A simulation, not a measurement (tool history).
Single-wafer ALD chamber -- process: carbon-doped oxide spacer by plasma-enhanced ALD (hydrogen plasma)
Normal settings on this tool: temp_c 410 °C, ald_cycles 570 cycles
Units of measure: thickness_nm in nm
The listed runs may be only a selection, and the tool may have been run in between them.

| run | hour | temp_c | ald_cycles | wafers since the last listed run | hours since the last thermocouple change | hours since the gauge calibration | read-back reference wafer on the same gauge, thickness_nm | thickness_nm |
|---|---|---|---|---|---|---|---|---|
| 1 | 0.0 | 419 | 519 | 0 | 157.4 | 579.2 | 26.183 | 24.294 |
| 2 | 46.1 | 410 | 570 | 25 | 203.5 | 625.3 | 26.207 | 27.403 |
| 3 | 111.9 | 410 | 570 | 37 | 269.3 | 691.1 | 26.212 | 27.279 |
| 4 | 183.4 | 422 | 570 | 40 | 340.8 | 762.6 | 26.212 | 26.207 |
| 5 | 498.2 | 422 | 570 | 177 | 655.6 | 1077.4 | 26.183 | 25.957 |
| 6 | 545.8 | 422 | 570 | 26 | 703.2 | 1125.0 | 26.223 | 26.131 |
| 7 | 618.4 | 415 | 570 | 40 | 775.8 | 1197.6 | 26.188 | 26.716 |
|  | 633.3 | gauge calibrated |
| 8 | 677.4 | 415 | 570 | 33 | 834.8 | 44.1 | 26.196 | 26.856 |
| 9 | 745.9 | 415 | 570 | 38 | 903.3 | 112.6 | 26.216 | 26.763 |
| 10 | 814.6 | 413 | 570 | 38 | 972.0 | 181.3 | 26.208 | 26.725 |
| 11 | 920.6 | 413 | 570 | 59 | 1078.0 | 287.3 | 26.211 | 26.672 |
| 12 | 1009.6 | 410 | 570 | 50 | 1167.0 | 376.3 | 26.193 | 27.038 |
|  | 1096.9 | thermocouple changed; heater temperature recalibrated |
| 13 | 1114.3 | 410 | 570 | 54 | 17.4 | 481.0 | 26.173 | 27.532 |
| 14 | 1151.1 | 425 | 497 | 20 | 54.2 | 517.8 | 26.241 | 23.008 |
| 15 | 1251.5 | 423 | 496 | 56 | 154.6 | 618.2 | 26.195 | 22.874 |
| 16 | 1328.0 | 403 | 461 | 43 | 231.1 | 694.7 | 26.177 | 22.554 |
| 17 | 1387.0 | 403 | 461 | 33 | 290.1 | 753.7 | 26.211 | 22.419 |
| 18 | 1435.1 | 414 | 484 | 27 | 338.2 | 801.8 | 26.161 | 22.934 |
| 19 | 1528.4 | 403 | 650 | 52 | 431.5 | 895.1 | 26.209 | 31.761 |
| 20 | 1568.8 | 399 | 623 | 22 | 471.9 | 935.5 | 26.138 | 30.583 |
| 21 | 1608.4 | 410 | 570 | 22 | 511.5 | 975.1 | 26.214 | 27.209 |
| 22 | 1644.9 | 396 | 570 | 20 | 548.0 | 1011.6 | 26.184 | 28.160 |
| 23 | 1732.5 | 405 | 570 | 49 | 635.6 | 1099.2 | 26.238 | 27.547 |
| 24 | 1797.6 | 424 | 570 | 36 | 700.7 | 1164.3 | 26.169 | 26.066 |
| 25 | 1877.3 | 415 | 504 | 44 | 780.4 | 1244.0 | 26.231 | 23.721 |

What if the next run were any one of these 5? Each begins from the tool's condition after run 25:
| A | 1878.6 | 410 | 570 | 0 | 781.7 | 1245.3 | ? | ? |
| B | 1878.6 | 417 | 470 | 0 | 781.7 | 1245.3 | ? | ? |
| C | 1878.6 | 404 | 485 | 0 | 781.7 | 1245.3 | ? | ? |
| D | 1878.6 | 402 | 570 | 0 | 781.7 | 1245.3 | ? | ? |
| E | 1878.6 | 396 | 483 | 0 | 781.7 | 1245.3 | ? | ? |

| run | read-back reference wafer on the same gauge, thickness_nm | thickness_nm |
|---|---|---|
| A | 26.192 | 26.983 |
| B | 26.192 | 21.792 |
| C | 26.192 | 23.363 |
| D | 26.192 | 27.616 |
| E | 26.192 | 23.804 |
The same runs, with their run-to-run variation unchanged, on a tool lacking any hidden condition would have given:
| run | thickness_nm |
|---|---|
| A | 27.391 |
| B | 22.129 |
| C | 23.710 |
| D | 28.024 |
| E | 23.928 |

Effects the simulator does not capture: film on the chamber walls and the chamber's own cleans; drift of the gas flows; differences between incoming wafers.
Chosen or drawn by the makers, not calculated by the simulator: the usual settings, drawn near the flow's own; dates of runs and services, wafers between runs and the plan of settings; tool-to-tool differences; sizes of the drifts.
